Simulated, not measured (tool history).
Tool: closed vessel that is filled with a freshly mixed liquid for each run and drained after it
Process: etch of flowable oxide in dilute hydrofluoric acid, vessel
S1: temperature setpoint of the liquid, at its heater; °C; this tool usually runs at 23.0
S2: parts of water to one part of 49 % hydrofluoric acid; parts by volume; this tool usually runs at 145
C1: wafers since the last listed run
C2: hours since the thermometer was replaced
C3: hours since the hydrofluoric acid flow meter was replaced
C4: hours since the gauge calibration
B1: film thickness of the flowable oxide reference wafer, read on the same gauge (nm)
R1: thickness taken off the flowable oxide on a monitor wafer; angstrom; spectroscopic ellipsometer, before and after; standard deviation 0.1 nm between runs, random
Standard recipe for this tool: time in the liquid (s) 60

run 1 hour=0.0 | S1=23.0 S2=145 time_in_the_liquid_(s)=60 | C1=0 C2=730.3 C3=578.1 C4=454.8 | B1=39.98 | R1=142.1
-- hour=6.6 thermometer replaced
run 2 hour=37.0 | S1=23.0 S2=145 time_in_the_liquid_(s)=60 | C1=4845 C2=30.4 C3=615.1 C4=491.8 | B1=40.01 | R1=142.3
run 3 hour=102.4 | S1=23.0 S2=145 time_in_the_liquid_(s)=60 | C1=8802 C2=95.8 C3=680.5 C4=557.2 | B1=40.02 | R1=142.6
run 4 hour=141.4 | S1=21.5 S2=145 time_in_the_liquid_(s)=60 | C1=5249 C2=134.8 C3=719.5 C4=596.2 | B1=39.97 | R1=135.1
run 5 hour=174.2 | S1=23.0 S2=145 time_in_the_liquid_(s)=60 | C1=4414 C2=167.6 C3=752.3 C4=629.0 | B1=40.00 | R1=142.8
run 6 hour=207.6 | S1=23.0 S2=145 time_in_the_liquid_(s)=60 | C1=4495 C2=201.0 C3=785.7 C4=662.4 | B1=39.98 | R1=142.6
run 7 hour=259.8 | S1=23.0 S2=105 time_in_the_liquid_(s)=60 | C1=7025 C2=253.2 C3=837.9 C4=714.6 | B1=40.02 | R1=207.2
run 8 hour=322.0 | S1=23.0 S2=105 time_in_the_liquid_(s)=60 | C1=8371 C2=315.4 C3=900.1 C4=776.8 | B1=39.99 | R1=207.4
run 9 hour=391.7 | S1=23.0 S2=175 time_in_the_liquid_(s)=60 | C1=9381 C2=385.1 C3=969.8 C4=846.5 | B1=40.00 | R1=117.2
run 10 hour=428.9 | S1=23.0 S2=175 time_in_the_liquid_(s)=60 | C1=5006 C2=422.3 C3=1007.0 C4=883.7 | B1=40.01 | R1=116.9
run 11 hour=482.1 | S1=23.0 S2=175 time_in_the_liquid_(s)=60 | C1=7160 C2=475.5 C3=1060.2 C4=936.9 | B1=39.99 | R1=116.4
run 12 hour=506.3 | S1=23.0 S2=145 time_in_the_liquid_(s)=60 | C1=3257 C2=499.7 C3=1084.4 C4=961.1 | B1=40.00 | R1=144.8
run 13 hour=576.8 | S1=23.0 S2=145 time_in_the_liquid_(s)=60 | C1=9488 C2=570.2 C3=1154.9 C4=1031.6 | B1=40.00 | R1=145.7
run 14 hour=602.6 | S1=23.0 S2=145 time_in_the_liquid_(s)=60 | C1=3472 C2=596.0 C3=1180.7 C4=1057.4 | B1=40.00 | R1=144.8
run 15 hour=642.7 | S1=23.0 S2=205 time_in_the_liquid_(s)=60 | C1=5397 C2=636.1 C3=1220.8 C4=1097.5 | B1=40.00 | R1=97.3
run 16 hour=694.6 | S1=23.0 S2=145 time_in_the_liquid_(s)=60 | C1=6985 C2=688.0 C3=1272.7 C4=1149.4 | B1=39.99 | R1=145.2
-- hour=722.2 thermometer replaced
run 17 hour=732.1 | S1=25.0 S2=145 time_in_the_liquid_(s)=45 | C1=4912 C2=9.9 C3=1310.2 C4=1186.9 | B1=40.02 | R1=118.6
run 18 hour=802.3 | S1=25.5 S2=145 time_in_the_liquid_(s)=90 | C1=9448 C2=80.1 C3=1380.4 C4=1257.1 | B1=40.00 | R1=243.0
run 19 hour=829.9 | S1=25.5 S2=170 time_in_the_liquid_(s)=60 | C1=3714 C2=107.7 C3=1408.0 C4=1284.7 | B1=39.98 | R1=134.2
-- hour=893.8 hydrofluoric acid flow meter replaced
run 20 hour=895.5 | S1=23.0 S2=190 time_in_the_liquid_(s)=40 | C1=8694 C2=173.3 C3=1.7 C4=1350.3 | B1=40.01 | R1=67.5
-- hour=943.3 gauge calibrated
run 21 hour=961.8 | S1=23.0 S2=190 time_in_the_liquid_(s)=45 | C1=8923 C2=239.6 C3=68.0 C4=18.5 | B1=39.99 | R1=75.7
run 22 hour=1008.0 | S1=21.5 S2=145 time_in_the_liquid_(s)=35 | C1=6218 C2=285.8 C3=114.2 C4=64.7 | B1=40.01 | R1=76.7
run 23 hour=1036.8 | S1=28.0 S2=175 time_in_the_liquid_(s)=85 | C1=3876 C2=314.6 C3=143.0 C4=93.5 | B1=40.02 | R1=191.2
run 24 hour=1067.6 | S1=23.0 S2=170 time_in_the_liquid_(s)=60 | C1=4145 C2=345.4 C3=173.8 C4=124.3 | B1=40.02 | R1=116.8
run 25 hour=1102.0 | S1=23.0 S2=90 time_in_the_liquid_(s)=70 | C1=4629 C2=379.8 C3=208.2 C4=158.7 | B1=40.01 | R1=275.4
run 26 hour=1133.7 | S1=23.0 S2=145 time_in_the_liquid_(s)=60 | C1=4266 C2=411.5 C3=239.9 C4=190.4 | B1=39.99 | R1=140.1
run 27 hour=1188.9 | S1=26.0 S2=105 time_in_the_liquid_(s)=60 | C1=7429 C2=466.7 C3=295.1 C4=245.6 | B1=39.99 | R1=229.6
run 28 hour=1226.0 | S1=23.0 S2=145 time_in_the_liquid_(s)=60 | C1=4993 C2=503.8 C3=332.2 C4=282.7 | B1=40.03 | R1=141.6

Each row is a separate what-if for the run after 28, all from the same tool condition, not one after another. Results?
run A hour=1226.7 | S1=25.5 S2=145 time_in_the_liquid_(s)=60 | C1=94 C2=504.5 C3=332.9 C4=283.4 | B1=? | R1=?
run B hour=1226.7 | S1=20.5 S2=85 time_in_the_liquid_(s)=90 | C1=94 C2=504.5 C3=332.9 C4=283.4 | B1=? | R1=?
run C hour=1226.7 | S1=24.5 S2=145 time_in_the_liquid_(s)=60 | C1=94 C2=504.5 C3=332.9 C4=283.4 | B1=? | R1=?

run=A B1=40.01 R1=154.4
run=B B1=40.01 R1=347.4
run=C B1=40.01 R1=148.6
With the hidden condition removed and each run's random variation left untouched, the same runs would have given:
run=A R1=152.2
run=B R1=342.8
run=C R1=146.5

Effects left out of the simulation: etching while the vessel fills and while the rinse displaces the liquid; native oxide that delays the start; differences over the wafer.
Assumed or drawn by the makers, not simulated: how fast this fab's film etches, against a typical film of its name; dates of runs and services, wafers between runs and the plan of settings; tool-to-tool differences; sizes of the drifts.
